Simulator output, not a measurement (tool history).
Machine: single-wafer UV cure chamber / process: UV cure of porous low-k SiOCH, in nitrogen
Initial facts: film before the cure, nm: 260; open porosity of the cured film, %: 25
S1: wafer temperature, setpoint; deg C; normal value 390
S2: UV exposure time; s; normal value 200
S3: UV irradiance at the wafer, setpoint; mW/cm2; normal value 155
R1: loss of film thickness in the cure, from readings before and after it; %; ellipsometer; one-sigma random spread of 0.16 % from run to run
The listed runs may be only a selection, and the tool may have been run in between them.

run    hour   S1   S2   S3      R1
  1     0.0  390  200  155  12.655
        9.6  -- quartz window cleaned
  2    46.6  390  200  155  13.498
  3   116.9  390  200  155  13.372
  4   150.7  390  200  155  13.272
  5   187.8  390  200  155  12.981
  6   224.3  390  160  155  11.868
  7   273.7  390  160  155  11.618
  8   324.8  390  200  146  12.395
  9   355.2  390  200  155  12.464
 10   384.3  390  200  155  12.202
 11   415.5  390  200  155  12.101
 12   449.5  390  200  155  11.932
      463.8  -- quartz window cleaned
 13   487.2  390  200  155  12.827
 14   538.2  390  200  155  12.628
 15   576.9  390  200  155  12.386
 16   644.4  390  200  155  12.230
 17   674.3  390  200  155  12.023
      691.5  -- UV bulbs replaced
 18   745.7  390  200  155  13.375
 19   810.2  390  200  155  12.974
 20   879.3  372  290  117  12.902
      889.0  -- quartz window cleaned
 21   924.4  390  200  155  13.946
 22   991.0  372  290  117  13.631
 23  1027.2  396  260  155  14.792
 24  1089.5  382  200  155  13.191
 25  1266.7  400   85  136   8.263
 26  1330.4  390  200  155  12.069
     1343.7  -- quartz window cleaned
 27  1362.1  400  165  191  13.643
 28  1429.8  390  200  155  13.142
 29  1484.5  390  230  155  13.764
 30  1611.9  390  260  155  13.644
     1652.1  -- UV bulbs replaced
 31  1659.8  390  200  126  12.417
 32  1707.2  390  200  181  13.849
 33  1736.8  390  200  172  13.652
     1746.4  -- quartz window cleaned
 34  1770.0  379   85  155   9.650
 35  1802.3  390  315  155  16.047
 36  1873.9  390  200  155  13.558
 37  1917.1  370  240  170  14.179
 38  1982.6  373  200  185  13.852
 39  2021.8  397  200  128  12.395

Alternative continuations, all from the tool just after run 39; predict every row:
  A  2022.2  390  200  155   ?
  B  2022.2  370  200  155   ?
  C  2022.2  395  265  116   ?
  D  2022.2  381  265  128   ?
  E  2022.2  376  260  190   ?

run      R1
  A  12.794
  B  12.406
  C  12.848
  D  13.052
  E  14.787
Had the tool no hidden state, the same runs would have come out as:
run      R1
  A  14.178
  B  13.779
  C  14.233
  D  14.443
  E  16.210
